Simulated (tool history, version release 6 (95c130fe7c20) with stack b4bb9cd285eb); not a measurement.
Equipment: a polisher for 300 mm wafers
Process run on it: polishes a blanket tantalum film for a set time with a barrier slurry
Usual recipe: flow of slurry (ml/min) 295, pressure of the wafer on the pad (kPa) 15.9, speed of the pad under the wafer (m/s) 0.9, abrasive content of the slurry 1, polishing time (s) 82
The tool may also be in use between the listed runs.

run    hour  flow of slurry (ml/min)  pressure of the wafer on the pad (kPa)  speed of the pad under the wafer (m/s)  abrasive content of the slurry  polishing time (s)  incoming thickness of the incoming film, nm  film removed (nm)
  1       0                      295                                      20                                     0.9                               1                  82                                        458.5              149.5
        8.5  -- slurry blender recalibrated
  2    61.8                      295                                      20                                     0.9                               1                  82                                        461.5              149.9
  3   122.2                      295                                    15.9                                     0.9                               1                  82                                        457.5              123.8
  4   164.2                      295                                    15.9                                     0.9                               1                  82                                        463.3              123.7
      218.7  -- head pressure recalibrated
  5   222.3                      295                                    15.9                                     0.9                               1                  82                                        457.6              123.7
  6   286.1                      295                                    15.9                                     0.9                               1                  82                                        457.7              125.3
      314.5  -- worn pad replaced by a new one
  7   331.5                      295                                    15.9                                     0.9                               1                  82                                          460              122.5
  8   501.1                      295                                    15.9                                     0.9                               1                  82                                        454.8              119.1
      531.3  -- slurry blender recalibrated
  9   554.5                      295                                    15.9                                     0.9                               1                  82                                        457.9              121.9
 10   589.9                      295                                    15.9                                     0.9                               1                  82                                        456.1              122.7
 11   614.7                      295                                    15.9                                     0.9                               1                  82                                        463.4              118.8
 12   678.4                      295                                    15.9                                     0.9                               1                  82                                        455.6              119.9
 13   722.2                      295                                    15.9                                     0.9                               1                  82                                          459              121.8
      744.3  -- worn pad replaced by a new one
      801.7  -- slurry nozzle cleaned
 14   882.4                      295                                    15.9                                     0.9                               1                  82                                        458.8              123.7
 15   913.7                      295                                    15.9                                     0.9                             0.9                  82                                        454.1              117.4
      951.2  -- slurry blender recalibrated
 16   978.6                      230                                    18.6                                     0.7                               1                  69                                        468.8               91.4
 17  1015.3                      295                                      20                                     0.9                               1                  82                                        460.6              148.5
 18  1064.1                      295                                    15.9                                     0.9                               1                  82                                        457.2              122.3
     1110.2  -- worn pad replaced by a new one
 19  1129.7                      295                                    11.7                                     0.9                               1                  82                                        463.2               97.2
 20  1185.5                      295                                    15.9                                     0.9                             0.8                 108                                        461.3              140.2
 21  1210.7                      295                                    17.2                                    0.74                               1                  82                                        459.3              107.3
 22  1255.3                      295                                    15.9                                     0.9                               1                  82                                        462.1              123.3
 23  1286.2                      295                                    15.9                                     0.9                               1                  82                                        467.6                120
     1296.2  -- head pressure recalibrated
 24  1350.4                      295                                    15.9                                     0.9                             1.1                  82                                        457.6              127.1

What will run 25 give?
       1406  -- slurry blender recalibrated
 25  1418.8                      295                                    15.9                                     0.9                               1                  82                                        459.7                  ?

For run 25 the tool returned film removed (nm) 119.4.
Without the tool's hidden state the same run would have given film removed (nm) 122.5.

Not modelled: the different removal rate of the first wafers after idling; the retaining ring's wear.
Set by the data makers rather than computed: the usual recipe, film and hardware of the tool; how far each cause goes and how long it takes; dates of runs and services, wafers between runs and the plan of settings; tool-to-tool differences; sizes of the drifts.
